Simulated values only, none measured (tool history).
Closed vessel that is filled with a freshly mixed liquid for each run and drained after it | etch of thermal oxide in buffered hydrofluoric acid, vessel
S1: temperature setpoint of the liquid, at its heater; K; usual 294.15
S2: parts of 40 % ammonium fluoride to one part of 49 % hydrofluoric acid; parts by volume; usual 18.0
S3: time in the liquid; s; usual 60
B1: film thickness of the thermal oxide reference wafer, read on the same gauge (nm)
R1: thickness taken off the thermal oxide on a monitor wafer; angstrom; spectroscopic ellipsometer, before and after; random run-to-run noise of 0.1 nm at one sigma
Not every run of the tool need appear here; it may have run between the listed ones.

run	hour	S1	S2	S3	B1	R1
1	0.0	294.15	15.5	45	91.64	286.4
# hour 18.8: gauge calibrated
2	21.2	294.15	15.5	45	90.05	282.7
3	35.6	294.15	15.5	45	90.05	282.6
4	61.4	294.15	18.0	35	90.02	189.1
# hour 72.3: hydrofluoric acid flow meter replaced
5	87.2	294.15	18.0	35	90.04	188.7
6	117.5	294.15	18.0	35	90.05	189.2
7	150.5	294.15	18.0	60	90.12	324.5
8	181.6	294.15	18.0	60	90.16	323.6
9	195.2	294.15	18.0	60	90.22	323.8
10	223.3	294.15	18.0	60	90.20	327.3
11	238.8	294.15	18.0	60	90.25	326.5
12	260.9	294.15	20.0	60	90.30	290.9
13	275.8	294.15	18.0	60	90.34	326.7
14	305.4	294.15	18.0	35	90.44	189.8
15	329.8	299.15	13.0	35	90.52	341.8
16	357.5	294.15	18.0	60	90.59	327.4
17	369.5	297.15	14.5	40	90.62	317.8
18	386.8	294.15	20.0	60	90.65	294.4
19	406.9	295.65	13.5	70	90.73	551.0
20	421.1	294.15	18.0	60	90.84	327.2
21	445.6	294.15	16.0	60	90.92	367.4
22	468.7	296.15	20.5	75	91.01	407.5
# hour 470.8: thermometer replaced
23	482.6	291.15	20.0	95	91.05	394.3
24	512.7	294.15	18.0	60	91.21	328.0

What does the tool deliver on the next run?
25	527.2	290.15	21.5	45	?	?

Logged for run 25: B1 91.29, R1 169.0 angstrom.
If the tool had no hidden condition, the same run with the same run-to-run variation would have returned R1 166.7 angstrom.
